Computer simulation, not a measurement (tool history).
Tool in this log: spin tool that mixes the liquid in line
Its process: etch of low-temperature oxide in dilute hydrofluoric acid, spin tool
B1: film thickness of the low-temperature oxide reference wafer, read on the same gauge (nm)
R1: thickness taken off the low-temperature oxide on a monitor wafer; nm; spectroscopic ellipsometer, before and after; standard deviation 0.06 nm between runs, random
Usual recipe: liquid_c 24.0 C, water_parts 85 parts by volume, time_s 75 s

Run 1, hour 0.0: usual settings; B1 120.48. Result: R1 18.02 nm.
Run 2, hour 14.9: usual settings but water_parts 60 parts by volume; B1 120.57. Result: R1 26.25 nm.
Run 3, hour 43.6: usual settings but water_parts 60 parts by volume; B1 120.72. Result: R1 26.36 nm.
Run 4, hour 75.8: usual settings; B1 120.83. Result: R1 17.99 nm.
Run 5, hour 88.9: usual settings; B1 120.90. Result: R1 17.96 nm.
Run 6, hour 110.5: usual settings; B1 120.98. Result: R1 18.15 nm.
Run 7, hour 124.6: usual settings; B1 121.05. Result: R1 18.03 nm.
Run 8, hour 153.8: usual settings; B1 121.23. Result: R1 18.08 nm.
Run 9, hour 173.7: usual settings; B1 121.26. Result: R1 18.04 nm.
Run 10, hour 193.1: usual settings but liquid_c 22.0 C, time_s 120 s; B1 121.40. Result: R1 26.64 nm.
Run 11, hour 213.4: usual settings but water_parts 60 parts by volume; B1 121.49. Result: R1 26.55 nm.
Run 12, hour 242.4: usual settings but liquid_c 25.5 C, water_parts 45 parts by volume, time_s 120 s; B1 121.62. Result: R1 61.17 nm.
Run 13, hour 268.0: usual settings but liquid_c 28.5 C, water_parts 50 parts by volume, time_s 105 s; B1 120.03. Result: R1 53.80 nm.
Run 14, hour 294.7: usual settings but liquid_c 27.0 C, water_parts 115 parts by volume, time_s 85 s; B1 120.14. Result: R1 16.22 nm.
Run 15, hour 307.8: usual settings; B1 120.20. Result: R1 17.80 nm.
Run 16, hour 339.6: usual settings but water_parts 110 parts by volume, time_s 35 s; B1 120.39. Result: R1 6.24 nm.
Run 17, hour 354.9: usual settings but liquid_c 27.0 C; B1 120.48. Result: R1 20.24 nm.
Run 18, hour 376.6: usual settings but liquid_c 27.0 C, time_s 105 s; B1 120.54. Result: R1 28.11 nm.

Missing from the log above: 3 entries noted between runs. For each, name the pair of listed runs it sits between and say how the tool's hidden condition differs from the listed run just before to the listed run just after:
Runs 9 to 10: hydrofluoric acid flow meter replaced (hour 187.8); thermometer replaced (hour 191.7)
  gauge reads high (%): 1.09 -> 1.17
  what was measured, less what the result would be without the hidden state, R1: +0.19 -> +0.31 nm
Runs 12 to 13: gauge calibrated (hour 266.9)
  gauge reads high (%): 1.36 -> 0.0346
  what was measured, less what the result would be without the hidden state, R1: +0.82 -> +0.02 nm
